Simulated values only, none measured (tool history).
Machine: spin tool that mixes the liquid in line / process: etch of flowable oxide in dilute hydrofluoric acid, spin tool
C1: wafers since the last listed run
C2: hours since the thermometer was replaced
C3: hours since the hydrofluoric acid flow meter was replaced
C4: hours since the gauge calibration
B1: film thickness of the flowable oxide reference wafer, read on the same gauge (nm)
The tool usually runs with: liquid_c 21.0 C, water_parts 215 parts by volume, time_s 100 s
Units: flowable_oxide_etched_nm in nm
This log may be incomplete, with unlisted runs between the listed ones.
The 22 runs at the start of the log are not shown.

run 23 hour=1218.1 | liquid_c=24.5 water_parts=320 time_s=150 | C1=563 C2=411.5 C3=245.8 C4=1576.6 | B1=70.01 | flowable_oxide_etched_nm=14.44
-- hour=1277.9 gauge calibrated
run 24 hour=1282.2 | liquid_c=26.0 water_parts=215 time_s=135 | C1=536 C2=475.6 C3=309.9 C4=4.3 | B1=70.00 | flowable_oxide_etched_nm=22.68
run 25 hour=1333.8 | liquid_c=17.0 water_parts=175 time_s=150 | C1=431 C2=527.2 C3=361.5 C4=55.9 | B1=70.02 | flowable_oxide_etched_nm=22.92
run 26 hour=1389.4 | liquid_c=17.5 water_parts=215 time_s=100 | C1=465 C2=582.8 C3=417.1 C4=111.5 | B1=70.02 | flowable_oxide_etched_nm=12.19
run 27 hour=1454.2 | liquid_c=24.5 water_parts=320 time_s=150 | C1=542 C2=647.6 C3=481.9 C4=176.3 | B1=69.96 | flowable_oxide_etched_nm=14.57
run 28 hour=1480.5 | liquid_c=17.0 water_parts=175 time_s=100 | C1=220 C2=673.9 C3=508.2 C4=202.6 | B1=70.01 | flowable_oxide_etched_nm=15.24
run 29 hour=1540.9 | liquid_c=17.5 water_parts=255 time_s=65 | C1=505 C2=734.3 C3=568.6 C4=263.0 | B1=70.03 | flowable_oxide_etched_nm=6.52
run 30 hour=1592.8 | liquid_c=21.0 water_parts=215 time_s=100 | C1=434 C2=786.2 C3=620.5 C4=314.9 | B1=70.00 | flowable_oxide_etched_nm=14.01
run 31 hour=1629.0 | liquid_c=22.5 water_parts=125 time_s=65 | C1=302 C2=822.4 C3=656.7 C4=351.1 | B1=70.03 | flowable_oxide_etched_nm=18.21
run 32 hour=1693.6 | liquid_c=23.0 water_parts=290 time_s=40 | C1=540 C2=887.0 C3=721.3 C4=415.7 | B1=70.02 | flowable_oxide_etched_nm=4.22
run 33 hour=1762.0 | liquid_c=24.0 water_parts=325 time_s=140 | C1=572 C2=955.4 C3=789.7 C4=484.1 | B1=70.06 | flowable_oxide_etched_nm=13.12

Consider 4 possible next runs. They are alternatives, not a sequence: every one starts from the tool as it was left by run 33. What does each give?
run A hour=1762.4 | liquid_c=21.0 water_parts=215 time_s=125 | C1=3 C2=955.8 C3=790.1 C4=484.5 | B1=? | flowable_oxide_etched_nm=?
run B hour=1762.4 | liquid_c=23.0 water_parts=215 time_s=100 | C1=3 C2=955.8 C3=790.1 C4=484.5 | B1=? | flowable_oxide_etched_nm=?
run C hour=1762.4 | liquid_c=21.0 water_parts=165 time_s=115 | C1=3 C2=955.8 C3=790.1 C4=484.5 | B1=? | flowable_oxide_etched_nm=?
run D hour=1762.4 | liquid_c=21.0 water_parts=245 time_s=100 | C1=3 C2=955.8 C3=790.1 C4=484.5 | B1=? | flowable_oxide_etched_nm=?

run=A B1=69.98 flowable_oxide_etched_nm=17.53
run=B B1=69.98 flowable_oxide_etched_nm=15.11
run=C B1=69.98 flowable_oxide_etched_nm=22.09
run=D B1=69.98 flowable_oxide_etched_nm=11.95
Without the tool's unlogged condition, the same runs would have read:
run=A flowable_oxide_etched_nm=17.11
run=B flowable_oxide_etched_nm=14.75
run=C flowable_oxide_etched_nm=21.57
run=D flowable_oxide_etched_nm=11.66
